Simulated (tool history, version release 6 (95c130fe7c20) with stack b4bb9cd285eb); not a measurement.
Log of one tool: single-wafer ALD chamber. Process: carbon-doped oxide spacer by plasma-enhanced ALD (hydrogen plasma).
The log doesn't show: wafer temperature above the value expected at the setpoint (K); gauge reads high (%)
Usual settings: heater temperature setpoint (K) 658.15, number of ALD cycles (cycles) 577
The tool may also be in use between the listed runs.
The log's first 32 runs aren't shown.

run	hour	heater temperature setpoint (K)	number of ALD cycles (cycles)	wafers since the last listed run	hours since the last thermocouple change	hours since the gauge calibration	read-back reference wafer on the same gauge, thickness_nm	mean film thickness on the monitor wafer (angstrom)
# hour 931.5: thermocouple changed; heater temperature recalibrated
33	943.4	658.15	577	15	11.9	297.2	27.771	240.62
34	955.6	658.15	577	8	24.1	309.4	27.772	238.72
35	972	658.15	577	10	40.5	325.8	27.801	240.19
36	1060.1	668.15	642	58	128.6	413.9	27.86	266.73
37	1118.4	669.15	545	38	186.9	472.2	27.917	226.86
38	1132.5	654.15	606	9	201	486.3	27.91	253.58
39	1154.6	667.15	467	14	223.1	508.4	27.934	194.12
40	1260.4	654.15	672	69	328.9	614.2	28.05	283.61
41	1287	646.15	541	17	355.5	640.8	28.038	228.74
42	1319.8	652.15	674	21	388.3	673.6	28.097	285.1
43	1335.2	658.15	491	10	403.7	689	28.127	205.64
44	1354.2	666.15	520	12	422.7	708	28.148	219.14
45	1385.2	673.15	514	20	453.7	739	28.207	217.05
46	1486.8	644.15	577	67	555.3	840.6	28.32	242.16

4 ways to go on from here, each from the tool as it stands after run 46. What would each give?
A	1488.1	651.15	577	0	556.6	841.9	?	?
B	1488.1	651.15	525	0	556.6	841.9	?	?
C	1488.1	658.15	632	0	556.6	841.9	?	?
D	1488.1	671.15	577	0	556.6	841.9	?	?

run	read-back reference wafer on the same gauge, thickness_nm	mean film thickness on the monitor wafer (angstrom)
A	28.373	243.25
B	28.373	221.33
C	28.373	266.43
D	28.373	243.25
Without the tool's hidden state the same runs would have given:
run	mean film thickness on the monitor wafer (angstrom)
A	239.43
B	217.85
C	262.26
D	239.43

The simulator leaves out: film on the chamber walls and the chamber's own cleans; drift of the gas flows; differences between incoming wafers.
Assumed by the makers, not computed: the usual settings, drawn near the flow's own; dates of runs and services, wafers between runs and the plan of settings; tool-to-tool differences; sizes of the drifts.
